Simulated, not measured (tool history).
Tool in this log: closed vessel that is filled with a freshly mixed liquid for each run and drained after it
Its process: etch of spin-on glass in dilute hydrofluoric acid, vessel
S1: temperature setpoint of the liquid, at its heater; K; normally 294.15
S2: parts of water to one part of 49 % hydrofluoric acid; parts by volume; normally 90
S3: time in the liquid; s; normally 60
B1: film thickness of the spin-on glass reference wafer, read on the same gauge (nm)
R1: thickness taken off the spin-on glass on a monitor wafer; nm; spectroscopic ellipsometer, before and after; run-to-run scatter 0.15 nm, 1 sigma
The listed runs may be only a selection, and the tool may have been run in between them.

{"run": 1, "hour": 0.0, "S1": 294.15, "S2": 90, "S3": 60, "B1": 99.61, "R1": 21.35}
{"run": 2, "hour": 115.1, "S1": 294.15, "S2": 90, "S3": 60, "B1": 99.13, "R1": 21.63}
{"run": 3, "hour": 178.4, "S1": 294.15, "S2": 105, "S3": 60, "B1": 98.89, "R1": 18.17}
{"run": 4, "hour": 235.9, "S1": 294.15, "S2": 105, "S3": 60, "B1": 98.62, "R1": 17.94}
{"run": 5, "hour": 285.7, "S1": 294.15, "S2": 105, "S3": 60, "B1": 98.39, "R1": 17.9}
{"run": 6, "hour": 317.4, "S1": 294.15, "S2": 90, "S3": 65, "B1": 98.28, "R1": 23.13}
{"run": 7, "hour": 381.0, "S1": 294.15, "S2": 90, "S3": 65, "B1": 98.06, "R1": 22.91}
{"run": 8, "hour": 415.4, "S1": 299.15, "S2": 90, "S3": 35, "B1": 97.93, "R1": 15.14}
{"run": 9, "hour": 477.5, "S1": 292.15, "S2": 90, "S3": 85, "B1": 97.71, "R1": 27.35}
{"run": 10, "hour": 542.6, "S1": 291.15, "S2": 100, "S3": 30, "B1": 99.98, "R1": 8.49}
{"run": 11, "hour": 571.5, "S1": 296.65, "S2": 120, "S3": 95, "B1": 99.89, "R1": 27.42}
{"run": 12, "hour": 606.5, "S1": 294.15, "S2": 90, "S3": 60, "B1": 99.73, "R1": 21.5}
{"run": 13, "hour": 637.1, "S1": 294.15, "S2": 90, "S3": 60, "B1": 99.67, "R1": 21.68}
{"run": 14, "hour": 686.0, "S1": 292.65, "S2": 105, "S3": 40, "B1": 99.45, "R1": 11.22}

Not shown: 3 entries that the log had between the listed runs. Between which runs, and how does the tool's hidden state differ before and after?
In the gap between runs 4 and 5: hydrofluoric acid flow meter replaced (hour 283.3); thermometer replaced (hour 285)
  gauge reads high (%): -1.38 -> -1.58
  measured result minus the result with no hidden state, R1: -0.25 -> -0.29 nm
In the gap between runs 9 and 10: gauge calibrated (hour 486.5)
  gauge reads high (%): -2.35 -> -0.0165
  measured result minus the result with no hidden state, R1: -0.66 -> +0 nm
